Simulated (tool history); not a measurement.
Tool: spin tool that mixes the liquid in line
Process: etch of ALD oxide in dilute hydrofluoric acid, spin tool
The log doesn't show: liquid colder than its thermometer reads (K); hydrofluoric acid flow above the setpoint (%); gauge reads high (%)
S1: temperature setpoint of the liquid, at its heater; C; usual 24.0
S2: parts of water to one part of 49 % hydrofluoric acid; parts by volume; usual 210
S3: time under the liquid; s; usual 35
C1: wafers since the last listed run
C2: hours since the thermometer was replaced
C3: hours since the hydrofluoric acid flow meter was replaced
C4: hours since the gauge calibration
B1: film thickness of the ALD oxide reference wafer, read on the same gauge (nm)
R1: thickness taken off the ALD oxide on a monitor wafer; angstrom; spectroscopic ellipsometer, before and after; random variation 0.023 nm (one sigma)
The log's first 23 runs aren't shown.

-- day=66.825 gauge calibrated
run 24 day=68.446 | S1=26.0 S2=275 S3=40 | C1=1112 C2=1106.0 C3=624.3 C4=38.9 | B1=110.004 | R1=41.95
run 25 day=70.583 | S1=27.0 S2=140 S3=35 | C1=758 C2=1157.3 C3=675.6 C4=90.2 | B1=109.956 | R1=87.93
run 26 day=74.579 | S1=24.0 S2=210 S3=45 | C1=1417 C2=1253.2 C3=771.5 C4=186.1 | B1=110.000 | R1=62.43
run 27 day=78.071 | S1=24.0 S2=260 S3=50 | C1=1238 C2=1337.0 C3=855.3 C4=269.9 | B1=110.014 | R1=53.46
run 28 day=79.933 | S1=24.0 S2=210 S3=35 | C1=660 C2=1381.7 C3=900.0 C4=314.6 | B1=110.028 | R1=48.13
run 29 day=83.062 | S1=24.0 S2=210 S3=35 | C1=1109 C2=1456.8 C3=975.1 C4=389.7 | B1=109.998 | R1=48.74
run 30 day=85.946 | S1=24.0 S2=210 S3=35 | C1=1022 C2=1526.0 C3=1044.3 C4=458.9 | B1=110.015 | R1=48.79
run 31 day=88.525 | S1=27.0 S2=210 S3=20 | C1=914 C2=1587.9 C3=1106.2 C4=520.8 | B1=110.011 | R1=31.01
run 32 day=92.200 | S1=20.5 S2=150 S3=55 | C1=1303 C2=1676.1 C3=1194.4 C4=609.0 | B1=110.019 | R1=100.07
run 33 day=96.329 | S1=28.0 S2=310 S3=55 | C1=1464 C2=1775.2 C3=1293.5 C4=708.1 | B1=110.051 | R1=54.15
run 34 day=99.000 | S1=27.5 S2=120 S3=55 | C1=947 C2=1839.3 C3=1357.6 C4=772.2 | B1=110.021 | R1=170.66
run 35 day=101.754 | S1=21.5 S2=165 S3=25 | C1=976 C2=1905.4 C3=1423.7 C4=838.3 | B1=110.007 | R1=42.54

3 ways to go on from here, each from the tool as it stands after run 35. What would each give?
run A day=101.771 | S1=24.0 S2=140 S3=35 | C1=5 C2=1905.8 C3=1424.1 C4=838.7 | B1=? | R1=?
run B day=101.771 | S1=27.0 S2=210 S3=35 | C1=5 C2=1905.8 C3=1424.1 C4=838.7 | B1=? | R1=?
run C day=101.771 | S1=24.0 S2=210 S3=50 | C1=5 C2=1905.8 C3=1424.1 C4=838.7 | B1=? | R1=?

run=A B1=110.010 R1=79.54
run=B B1=110.010 R1=54.83
run=C B1=110.010 R1=70.25
Without the tool's hidden state the same runs would have given:
run=A R1=76.18
run=B R1=52.37
run=C R1=67.14
